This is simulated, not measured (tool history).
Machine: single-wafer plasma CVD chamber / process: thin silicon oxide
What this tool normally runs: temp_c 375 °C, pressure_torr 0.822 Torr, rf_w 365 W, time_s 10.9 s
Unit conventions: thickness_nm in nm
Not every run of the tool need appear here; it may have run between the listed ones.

run     day  temp_c  pressure_torr  rf_w  time_s  wafers since the last listed run  hours since the last thermocouple change  hours since the last RF generator calibration  hours since the last manometer calibration  hours since the showerhead was replaced  hours since the gauge calibration  read-back reference wafer on the same gauge, thickness_nm  thickness_nm
  1   0.000     375          0.822   365    10.9                                 0                                    1237.9                                         1426.3                                       300.4                                   4764.0                              199.9                                                     21.202        20.985
      7.775  -- thermocouple changed; heater temperature recalibrated
  2  10.138     375          0.822   365    10.9                              5984                                      56.7                                         1669.6                                       543.7                                   5007.3                              443.2                                                     21.195        20.968
  3  12.104     375          0.822   365    10.9                              1200                                     103.9                                         1716.8                                       590.9                                   5054.5                              490.4                                                     21.168        20.921
  4  15.129     375          0.822   365    10.9                              1846                                     176.5                                         1789.4                                       663.5                                   5127.1                              563.0                                                     21.225        20.895
  5  17.521     375          0.822   365    10.9                              1459                                     233.9                                         1846.8                                       720.9                                   5184.5                              620.4                                                     21.190        20.900
  6  19.933     375          0.822   365    10.9                              1472                                     291.8                                         1904.7                                       778.8                                   5242.4                              678.3                                                     21.214        20.961
  7  22.254     375          0.822   365     9.5                              1416                                     347.5                                         1960.4                                       834.5                                   5298.1                              734.0                                                     21.198        18.236
  8  24.412     365          0.822   410    10.9                              1317                                     399.3                                         2012.2                                       886.3                                   5349.9                              785.8                                                     21.203        21.919
     26.850  -- RF generator calibrated
  9  27.592     375          0.774   365    10.9                              1737                                     475.6                                           17.8                                       962.6                                   5426.2                              862.1                                                     21.229        19.725
 10  30.542     375          0.774   365    10.9                              1800                                     546.4                                           88.6                                      1033.4                                   5497.0                              932.9                                                     21.207        19.631
 11  34.417     375          0.822   365    10.9                              2365                                     639.4                                          181.6                                      1126.4                                   5590.0                             1025.9                                                     21.187        20.941
 12  38.538     375          0.822   365    10.9                              2515                                     738.3                                          280.5                                      1225.3                                   5688.9                             1124.8                                                     21.212        20.969
     38.933  -- showerhead replaced
 13  42.300     375          0.822   365    10.9                              2093                                     828.6                                          370.8                                      1315.6                                     80.8                             1215.1                                                     21.205        20.836
 14  45.467     371          0.822   365    10.9                              1932                                     904.6                                          446.8                                      1391.6                                    156.8                             1291.1                                                     21.190        20.974
     46.033  -- capacitance manometer re-zeroed and calibrated
 15  49.588     375          0.822   365    10.9                              2311                                    1003.5                                          545.7                                        85.3                                    255.7                             1390.0                                                     21.198        20.931
 16  51.612     375          0.822   320    10.9                              1236                                    1052.1                                          594.3                                       133.9                                    304.3                             1438.6                                                     21.206        19.910
 17  55.067     375          0.822   365    12.4                              2108                                    1135.0                                          677.2                                       216.8                                    387.2                             1521.5                                                     21.206        23.888
 18  59.438     375          0.822   365    10.9                              2668                                    1239.9                                          782.1                                       321.7                                    492.1                             1626.4                                                     21.194        20.838
     61.271  -- thermocouple changed; heater temperature recalibrated
 19  63.583     375          0.822   365    10.9                              2327                                      55.5                                          881.6                                       421.2                                    591.6                             1725.9                                                     21.203        20.913
     69.229  -- gauge calibrated
 20  70.208     381          1.016   400     8.9                              4044                                     214.5                                         1040.6                                       580.2                                    750.6                               23.5                                                     21.201        21.040
 21  73.212     388          0.822   410    10.9                              1833                                     286.6                                         1112.7                                       652.3                                    822.7                               95.6                                                     21.210        21.484
 22  77.029     375          0.822   415    10.9                              2329                                     378.2                                         1204.3                                       743.9                                    914.3                              187.2                                                     21.215        21.796
 23  78.558     375          0.822   425    13.0                               933                                     414.9                                         1241.0                                       780.6                                    951.0                              223.9                                                     21.213        26.268
 24  82.292     375          0.822   365    10.9                              2278                                     504.5                                         1330.6                                       870.2                                   1040.6                              313.5                                                     21.170        20.799
 25  85.133     381          0.881   365    10.9                              1734                                     572.7                                         1398.8                                       938.4                                   1108.8                              381.7                                                     21.198        22.133
 26  88.604     384          0.628   340     8.9                              2118                                     656.0                                         1482.1                                      1021.7                                   1192.1                              465.0                                                     21.192        12.276

Branching from run 26: 3 alternative next runs. What would each branch give?
  A  88.621     375          0.822   365    10.9                                10                                     656.4                                         1482.5                                      1022.1                                   1192.5                              465.4                                                          ?             ?
  B  88.621     375          1.009   300    12.3                                10                                     656.4                                         1482.5                                      1022.1                                   1192.5                              465.4                                                          ?             ?
  C  88.621     386          1.010   365    10.9                                10                                     656.4                                         1482.5                                      1022.1                                   1192.5                              465.4                                                          ?             ?

run  read-back reference wafer on the same gauge, thickness_nm  thickness_nm
  A                                                     21.208        20.953
  B                                                     21.208        26.281
  C                                                     21.208        24.823
Without the tool's unlogged condition, the same runs would have read:
run  thickness_nm
  A        20.953
  B        26.281
  C        24.823
